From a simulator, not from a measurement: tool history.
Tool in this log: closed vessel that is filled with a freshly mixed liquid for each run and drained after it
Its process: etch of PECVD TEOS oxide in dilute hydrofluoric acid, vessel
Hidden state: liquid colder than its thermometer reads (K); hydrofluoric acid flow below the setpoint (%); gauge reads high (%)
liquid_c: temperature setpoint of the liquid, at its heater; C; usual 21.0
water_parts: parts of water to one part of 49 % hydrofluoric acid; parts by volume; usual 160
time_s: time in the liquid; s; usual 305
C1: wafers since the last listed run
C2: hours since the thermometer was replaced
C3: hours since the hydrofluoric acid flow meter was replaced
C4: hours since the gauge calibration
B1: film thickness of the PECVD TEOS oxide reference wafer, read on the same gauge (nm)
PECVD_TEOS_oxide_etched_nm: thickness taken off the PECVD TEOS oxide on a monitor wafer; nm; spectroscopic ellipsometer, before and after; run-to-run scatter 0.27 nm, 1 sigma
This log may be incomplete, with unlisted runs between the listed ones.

{"run": 1, "day": 0.0, "liquid_c": 21.0, "water_parts": 160, "time_s": 390, "C1": 0, "C2": 1862.1, "C3": 654.7, "C4": 261.5, "B1": 59.99, "PECVD_TEOS_oxide_etched_nm": 41.29}
{"run": 2, "day": 0.608, "liquid_c": 21.0, "water_parts": 160, "time_s": 305, "C1": 1346, "C2": 1876.7, "C3": 669.3, "C4": 276.1, "B1": 59.96, "PECVD_TEOS_oxide_etched_nm": 32.56}
{"run": 3, "day": 1.4, "liquid_c": 21.0, "water_parts": 160, "time_s": 305, "C1": 1752, "C2": 1895.7, "C3": 688.3, "C4": 295.1, "B1": 60.04, "PECVD_TEOS_oxide_etched_nm": 32.38}
{"run": 4, "day": 2.825, "liquid_c": 18.5, "water_parts": 160, "time_s": 305, "C1": 3154, "C2": 1929.9, "C3": 722.5, "C4": 329.3, "B1": 59.99, "PECVD_TEOS_oxide_etched_nm": 29.26}
{"run": 5, "day": 4.225, "liquid_c": 18.5, "water_parts": 160, "time_s": 305, "C1": 3098, "C2": 1963.5, "C3": 756.1, "C4": 362.9, "B1": 60.03, "PECVD_TEOS_oxide_etched_nm": 28.76}
{"run": 6, "day": 4.967, "liquid_c": 18.5, "water_parts": 160, "time_s": 305, "C1": 1641, "C2": 1981.3, "C3": 773.9, "C4": 380.7, "B1": 60.03, "PECVD_TEOS_oxide_etched_nm": 28.82}
{"run": 7, "day": 6.458, "liquid_c": 21.0, "water_parts": 215, "time_s": 305, "C1": 3301, "C2": 2017.1, "C3": 809.7, "C4": 416.5, "B1": 59.97, "PECVD_TEOS_oxide_etched_nm": 22.54}
{"run": 8, "day": 8.779, "liquid_c": 21.0, "water_parts": 215, "time_s": 305, "C1": 5136, "C2": 2072.8, "C3": 865.4, "C4": 472.2, "B1": 59.98, "PECVD_TEOS_oxide_etched_nm": 22.44}
{"day": 9.646, "done": "gauge calibrated"}
{"run": 9, "day": 9.833, "liquid_c": 21.0, "water_parts": 160, "time_s": 305, "C1": 2333, "C2": 2098.1, "C3": 890.7, "C4": 4.5, "B1": 59.99, "PECVD_TEOS_oxide_etched_nm": 31.67}
{"run": 10, "day": 11.067, "liquid_c": 21.0, "water_parts": 160, "time_s": 305, "C1": 2729, "C2": 2127.7, "C3": 920.3, "C4": 34.1, "B1": 60.0, "PECVD_TEOS_oxide_etched_nm": 31.73}
{"run": 11, "day": 11.638, "liquid_c": 21.0, "water_parts": 160, "time_s": 305, "C1": 1263, "C2": 2141.4, "C3": 934.0, "C4": 47.8, "B1": 60.03, "PECVD_TEOS_oxide_etched_nm": 31.87}
{"run": 12, "day": 12.342, "liquid_c": 21.0, "water_parts": 160, "time_s": 305, "C1": 1558, "C2": 2158.3, "C3": 950.9, "C4": 64.7, "B1": 59.96, "PECVD_TEOS_oxide_etched_nm": 31.48}
{"day": 12.921, "done": "hydrofluoric acid flow meter replaced"}
{"run": 13, "day": 13.154, "liquid_c": 21.0, "water_parts": 160, "time_s": 305, "C1": 1706, "C2": 2177.8, "C3": 5.6, "C4": 84.2, "B1": 59.96, "PECVD_TEOS_oxide_etched_nm": 31.7}
{"run": 14, "day": 14.092, "liquid_c": 21.0, "water_parts": 85, "time_s": 305, "C1": 2075, "C2": 2200.3, "C3": 28.1, "C4": 106.7, "B1": 59.95, "PECVD_TEOS_oxide_etched_nm": 65.8}
{"run": 15, "day": 16.775, "liquid_c": 21.0, "water_parts": 105, "time_s": 465, "C1": 5939, "C2": 2264.7, "C3": 92.5, "C4": 171.1, "B1": 60.02, "PECVD_TEOS_oxide_etched_nm": 79.27}
{"run": 16, "day": 17.321, "liquid_c": 18.5, "water_parts": 105, "time_s": 395, "C1": 1208, "C2": 2277.8, "C3": 105.6, "C4": 184.2, "B1": 60.04, "PECVD_TEOS_oxide_etched_nm": 60.21}
{"run": 17, "day": 20.954, "liquid_c": 21.0, "water_parts": 160, "time_s": 305, "C1": 8042, "C2": 2365.0, "C3": 192.8, "C4": 271.4, "B1": 60.01, "PECVD_TEOS_oxide_etched_nm": 31.25}
{"run": 18, "day": 21.504, "liquid_c": 24.5, "water_parts": 95, "time_s": 165, "C1": 1217, "C2": 2378.2, "C3": 206.0, "C4": 284.6, "B1": 59.99, "PECVD_TEOS_oxide_etched_nm": 35.71}
{"run": 19, "day": 22.95, "liquid_c": 21.0, "water_parts": 160, "time_s": 305, "C1": 3200, "C2": 2412.9, "C3": 240.7, "C4": 319.3, "B1": 60.01, "PECVD_TEOS_oxide_etched_nm": 31.82}
{"run": 20, "day": 23.912, "liquid_c": 21.0, "water_parts": 160, "time_s": 305, "C1": 2130, "C2": 2436.0, "C3": 263.8, "C4": 342.4, "B1": 59.99, "PECVD_TEOS_oxide_etched_nm": 31.5}
{"run": 21, "day": 26.242, "liquid_c": 21.0, "water_parts": 160, "time_s": 305, "C1": 5155, "C2": 2491.9, "C3": 319.7, "C4": 398.3, "B1": 60.02, "PECVD_TEOS_oxide_etched_nm": 31.72}
{"run": 22, "day": 27.246, "liquid_c": 21.0, "water_parts": 160, "time_s": 305, "C1": 2222, "C2": 2516.0, "C3": 343.8, "C4": 422.4, "B1": 59.98, "PECVD_TEOS_oxide_etched_nm": 30.94}
{"run": 23, "day": 28.629, "liquid_c": 21.0, "water_parts": 160, "time_s": 205, "C1": 3061, "C2": 2549.2, "C3": 377.0, "C4": 455.6, "B1": 60.01, "PECVD_TEOS_oxide_etched_nm": 20.96}
{"day": 29.267, "done": "thermometer replaced"}
{"run": 24, "day": 29.671, "liquid_c": 19.0, "water_parts": 190, "time_s": 180, "C1": 2213, "C2": 9.7, "C3": 402.0, "C4": 480.6, "B1": 60.01, "PECVD_TEOS_oxide_etched_nm": 15.28}
{"run": 25, "day": 30.833, "liquid_c": 19.5, "water_parts": 105, "time_s": 465, "C1": 2573, "C2": 37.6, "C3": 429.9, "C4": 508.5, "B1": 59.99, "PECVD_TEOS_oxide_etched_nm": 79.32}
{"day": 31.088, "done": "gauge calibrated"}
{"run": 26, "day": 31.538, "liquid_c": 21.0, "water_parts": 85, "time_s": 205, "C1": 1558, "C2": 54.5, "C3": 446.8, "C4": 10.8, "B1": 59.98, "PECVD_TEOS_oxide_etched_nm": 47.33}
{"run": 27, "day": 32.112, "liquid_c": 17.0, "water_parts": 160, "time_s": 305, "C1": 1272, "C2": 68.3, "C3": 460.6, "C4": 24.6, "B1": 59.96, "PECVD_TEOS_oxide_etched_nm": 29.63}
{"run": 28, "day": 33.233, "liquid_c": 21.0, "water_parts": 160, "time_s": 305, "C1": 2480, "C2": 95.2, "C3": 487.5, "C4": 51.5, "B1": 59.97, "PECVD_TEOS_oxide_etched_nm": 34.39}
{"run": 29, "day": 34.225, "liquid_c": 21.0, "water_parts": 160, "time_s": 305, "C1": 2194, "C2": 119.0, "C3": 511.3, "C4": 75.3, "B1": 60.06, "PECVD_TEOS_oxide_etched_nm": 34.67}
{"run": 30, "day": 35.212, "liquid_c": 18.5, "water_parts": 120, "time_s": 200, "C1": 2185, "C2": 142.7, "C3": 535.0, "C4": 99.0, "B1": 59.99, "PECVD_TEOS_oxide_etched_nm": 28.73}
{"run": 31, "day": 36.254, "liquid_c": 23.0, "water_parts": 240, "time_s": 305, "C1": 2305, "C2": 167.7, "C3": 560.0, "C4": 124.0, "B1": 60.0, "PECVD_TEOS_oxide_etched_nm": 22.78}
{"run": 32, "day": 36.9, "liquid_c": 17.0, "water_parts": 130, "time_s": 400, "C1": 1429, "C2": 183.2, "C3": 575.5, "C4": 139.5, "B1": 60.02, "PECVD_TEOS_oxide_etched_nm": 48.88}
{"run": 33, "day": 37.933, "liquid_c": 21.0, "water_parts": 160, "time_s": 305, "C1": 2287, "C2": 208.0, "C3": 600.3, "C4": 164.3, "B1": 60.05, "PECVD_TEOS_oxide_etched_nm": 34.44}
{"run": 34, "day": 39.262, "liquid_c": 21.0, "water_parts": 160, "time_s": 305, "C1": 2941, "C2": 239.9, "C3": 632.2, "C4": 196.2, "B1": 60.03, "PECVD_TEOS_oxide_etched_nm": 34.12}

What if the next run were any one of these 3? Each begins from the tool's condition after run 34:
{"run": "A", "day": 39.292, "liquid_c": 21.0, "water_parts": 160, "time_s": 435, "C1": 64, "C2": 240.6, "C3": 632.9, "C4": 196.9, "B1": "?", "PECVD_TEOS_oxide_etched_nm": "?"}
{"run": "B", "day": 39.292, "liquid_c": 17.0, "water_parts": 160, "time_s": 200, "C1": 64, "C2": 240.6, "C3": 632.9, "C4": 196.9, "B1": "?", "PECVD_TEOS_oxide_etched_nm": "?"}
{"run": "C", "day": 39.292, "liquid_c": 18.0, "water_parts": 195, "time_s": 190, "C1": 64, "C2": 240.6, "C3": 632.9, "C4": 196.9, "B1": "?", "PECVD_TEOS_oxide_etched_nm": "?"}

run=A B1=60.01 PECVD_TEOS_oxide_etched_nm=48.35
run=B B1=60.01 PECVD_TEOS_oxide_etched_nm=18.94
run=C B1=60.01 PECVD_TEOS_oxide_etched_nm=14.87
Take away the tool's hidden state, keep each run's random variation, and the runs would have read:
run=A PECVD_TEOS_oxide_etched_nm=48.90
run=B PECVD_TEOS_oxide_etched_nm=19.16
run=C PECVD_TEOS_oxide_etched_nm=15.04
